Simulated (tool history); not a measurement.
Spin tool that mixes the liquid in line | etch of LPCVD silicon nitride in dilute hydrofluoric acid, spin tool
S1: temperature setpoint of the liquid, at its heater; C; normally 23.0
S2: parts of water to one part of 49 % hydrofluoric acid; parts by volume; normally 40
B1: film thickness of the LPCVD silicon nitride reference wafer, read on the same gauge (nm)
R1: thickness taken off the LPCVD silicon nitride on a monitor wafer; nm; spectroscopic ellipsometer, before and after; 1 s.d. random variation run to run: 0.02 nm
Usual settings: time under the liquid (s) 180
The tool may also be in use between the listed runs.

Run 1, hour 0.0: usual settings; B1 40.000. Result: R1 2.965 nm.
Run 2, hour 6.2: usual settings; B1 40.003. Result: R1 2.974 nm.
Run 3, hour 23.6: usual settings but S2 25 parts by volume; B1 39.967. Result: R1 4.663 nm.
Run 4, hour 30.7: usual settings but S2 25 parts by volume; B1 40.005. Result: R1 4.729 nm.
Run 5, hour 46.7: usual settings but S2 25 parts by volume; B1 39.992. Result: R1 4.684 nm.
Run 6, hour 55.2: usual settings; B1 39.968. Result: R1 2.963 nm.
Run 7, hour 68.9: usual settings; B1 39.984. Result: R1 3.048 nm.
Run 8, hour 79.7: usual settings but time under the liquid (s) 125; B1 39.988. Result: R1 2.097 nm.
Run 9, hour 89.8: usual settings but time under the liquid (s) 125; B1 40.009. Result: R1 2.132 nm.
Run 10, hour 95.9: usual settings but S1 22.0 C; B1 40.006. Result: R1 2.875 nm.
Run 11, hour 108.7: usual settings; B1 39.986. Result: R1 2.999 nm.
Run 12, hour 116.8: usual settings; B1 40.018. Result: R1 3.064 nm.
Run 13, hour 147.4: usual settings; B1 40.002. Result: R1 3.105 nm.
Run 14, hour 177.4: usual settings; B1 40.023. Result: R1 3.097 nm.
Run 15, hour 185.5: usual settings but S1 26.5 C, S2 35 parts by volume, time under the liquid (s) 145; B1 39.993. Result: R1 3.619 nm.
Run 16, hour 192.3: usual settings but S1 28.0 C, S2 25 parts by volume, time under the liquid (s) 130; B1 39.969. Result: R1 4.891 nm.
Run 17, hour 209.1: usual settings but S2 45 parts by volume, time under the liquid (s) 260; B1 39.993. Result: R1 3.972 nm.
Run 18, hour 223.3: usual settings; B1 39.995. Result: R1 3.117 nm.
Run 19, hour 236.7: usual settings but time under the liquid (s) 130; B1 40.001. Result: R1 2.249 nm.
Run 20, hour 243.5: usual settings but S1 24.5 C; B1 39.979. Result: R1 3.510 nm.
Run 21, hour 293.4: usual settings; B1 40.017. Result: R1 2.388 nm.
Run 22, hour 304.1: usual settings but S1 20.5 C, S2 55 parts by volume, time under the liquid (s) 90; B1 40.023. Result: R1 0.750 nm.
Run 23, hour 318.9: usual settings but time under the liquid (s) 105; B1 39.983. Result: R1 1.426 nm.
Run 24, hour 328.3: usual settings but time under the liquid (s) 115; B1 39.997. Result: R1 1.562 nm.
Run 25, hour 340.1: usual settings but S1 19.0 C, S2 50 parts by volume, time under the liquid (s) 105; B1 40.029. Result: R1 0.864 nm.
Run 26, hour 352.9: usual settings; B1 39.988. Result: R1 2.492 nm.

Withheld: 3 entries from between the runs. Position of each, and hidden state at the listed run before versus the listed run after:
From run 13 to run 14: gauge calibrated (hour 160.8)
  liquid hotter than its thermometer reads (K): 2.53 -> 2.57; hydrofluoric acid flow above the setpoint (%): 10.1 -> 10.6
  measured minus no-state result, R1: +0.723 -> +0.738 nm
From run 20 to run 21: hydrofluoric acid flow meter replaced (hour 265.8); thermometer replaced (hour 279.2)
  liquid hotter than its thermometer reads (K): 2.66 -> 0.306; hydrofluoric acid flow above the setpoint (%): 11.7 -> 0.899
  measured minus no-state result, R1: +0.874 -> +0.071 nm
